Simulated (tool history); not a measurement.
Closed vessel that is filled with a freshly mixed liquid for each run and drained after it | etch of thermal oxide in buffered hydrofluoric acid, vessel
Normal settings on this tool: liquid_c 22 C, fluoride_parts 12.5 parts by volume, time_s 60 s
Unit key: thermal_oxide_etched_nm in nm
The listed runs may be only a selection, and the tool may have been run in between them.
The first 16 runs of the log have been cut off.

run,hour,liquid_c,fluoride_parts,time_s,"read-back film thickness of the thermal oxide reference wafer, read on the same gauge (nm)",thermal_oxide_etched_nm
# hour 1273.8: thermometer replaced
17,1293.2,17,15,70,90.01,38.46
18,1394.9,20,8,35,89.96,40.93
19,1593.9,23.5,14,90,89.97,75.72
# hour 1603.7: hydrofluoric acid flow meter replaced
20,1643.7,18,14,60,90.03,37.6
21,1731,25.5,8,40,90.03,64.34
22,1770.2,20,11,85,90,75.59
# hour 1842.1: thermometer replaced
23,1858,25.5,12.5,60,90,63.41
24,1912.6,17,12.5,60,90.04,39.75
25,1974.4,22,12.5,60,89.99,52.68
26,2017.4,19.5,10.5,60,90.01,54
27,2107.1,22,12.5,60,90.02,52.3
28,2214,18,11,60,90.02,47.52
29,2284.4,19,15.5,60,90.01,35.68
30,2368.1,22,12.5,60,90.02,52.11
# hour 2422.6: hydrofluoric acid flow meter replaced
31,2462.4,25,8,45,90.02,70.71
# hour 2508.3: thermometer replaced
32,2524,22,12.5,60,90,52.62
# hour 2532.5: gauge calibrated
33,2602,23.5,14.5,80,90,66.03

Below are 4 alternative next runs, each starting from the tool's condition after run 33. Predict each:
A,2602.7,22,12.5,60,?,?
B,2602.7,18,12.5,70,?,?
C,2602.7,20.5,8,80,?,?
D,2602.7,26.5,12.5,60,?,?

run,"read-back film thickness of the thermal oxide reference wafer, read on the same gauge (nm)",thermal_oxide_etched_nm
A,89.98,52.56
B,89.98,49.01
C,89.98,97.3
D,89.98,67.17
Stripped of hidden state, with their random variation kept, the same runs would have yielded:
run,thermal_oxide_etched_nm
A,52.88
B,49.3
C,97.93
D,67.57

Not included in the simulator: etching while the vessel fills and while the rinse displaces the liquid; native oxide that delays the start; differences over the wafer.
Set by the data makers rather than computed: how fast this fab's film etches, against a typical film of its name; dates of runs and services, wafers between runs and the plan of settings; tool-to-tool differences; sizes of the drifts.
